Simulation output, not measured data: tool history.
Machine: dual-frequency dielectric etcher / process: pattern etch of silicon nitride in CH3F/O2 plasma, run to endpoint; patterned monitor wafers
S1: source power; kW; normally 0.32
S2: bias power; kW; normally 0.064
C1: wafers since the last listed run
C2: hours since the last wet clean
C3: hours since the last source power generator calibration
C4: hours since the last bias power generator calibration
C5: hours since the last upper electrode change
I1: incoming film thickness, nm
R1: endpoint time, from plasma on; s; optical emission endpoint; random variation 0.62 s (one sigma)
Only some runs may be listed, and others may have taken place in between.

run    hour    S1     S2   C1     C2      C3      C4      C5    I1     R1
  1       0  0.32  0.064    0  133.2  1532.5  1842.6  3460.4  73.8   91.2
  2    69.9  0.27  0.064  451  203.1  1602.4  1912.5  3530.3  73.1   98.3
  3   105.2  0.27  0.064  228  238.4  1637.7  1947.8  3565.6  73.7   98.9
  4   131.7  0.27  0.064  171  264.9  1664.2  1974.3  3592.1  73.2   99.9
  5   186.8  0.32  0.064  356    320  1719.3  2029.4  3647.2  72.8     94
  6   258.8  0.32  0.064  465    392  1791.3  2101.4  3719.2  73.7   94.7
      318.2  -- wet clean of the chamber
  7   326.2  0.32  0.064  280      8  1858.7  2168.8  3786.6    74   90.4
      378.8  -- bias power generator calibrated
  8   390.1  0.35  0.064  387   71.9  1922.6    11.3  3850.5  73.2   85.7
  9   446.2  0.35  0.064  362    128  1978.7    67.4  3906.6  74.2   89.2
 10   482.5  0.35  0.064  234  164.3    2015   103.7  3942.9  73.8   87.3
 11   516.2  0.32  0.064  217    198  2048.7   137.4  3976.6  73.7   92.8
 12   581.5  0.34  0.079  422  263.3    2114   202.7  4041.9  73.2     83
 13     643  0.39  0.079  397  324.8  2175.5   264.2  4103.4  73.7   81.8
 14   702.2  0.32  0.064  382    384  2234.7   323.4  4162.6  73.5   93.1
      734.6  -- source power generator calibrated
 15   735.1  0.32  0.064  186  416.9     0.5   356.3  4195.5  74.3   95.6
 16   774.6  0.29  0.052  255  456.4      40   395.8    4235  72.9  105.9
      802.7  -- wet clean of the chamber
      812.3  -- upper electrode replaced
 17   946.6  0.38  0.053  894  143.9     212   567.8   134.3  73.5   91.4
 18  1066.1  0.32  0.064  772  263.4   331.5   687.3   253.8  73.2   91.6
 19  1114.6  0.32  0.064  313  311.9     380   735.8   302.3  73.9   92.5
     1176.8  -- wet clean of the chamber
 20  1177.3  0.27   0.06  250    0.5   442.7   798.5     365  73.4   98.1
 21  1204.6  0.36  0.071  176   27.8     470   825.8   392.3  73.8   82.8
 22  1231.4  0.26  0.075  173   54.6   496.8   852.6   419.1  73.5     93

Results per run with the tool's hidden condition removed, run-to-run variation unchanged:
Hidden state present: etch rate over this chamber's usual, %; source power that arrives over what is set, %; bias power that arrives over what is set, %.
run    R1
  1  89.4
  2  95.6
  3  95.7
  4  96.4
  5    90
  6  89.9
  7  90.3
  8  84.9
  9  87.7
 10  85.5
 11  90.4
 12  80.3
 13  78.4
 14  88.6
 15  90.6
 16  99.8
 17  90.3
 18  89.1
 19  89.4
 20  98.1
 21  82.6
 22  92.4
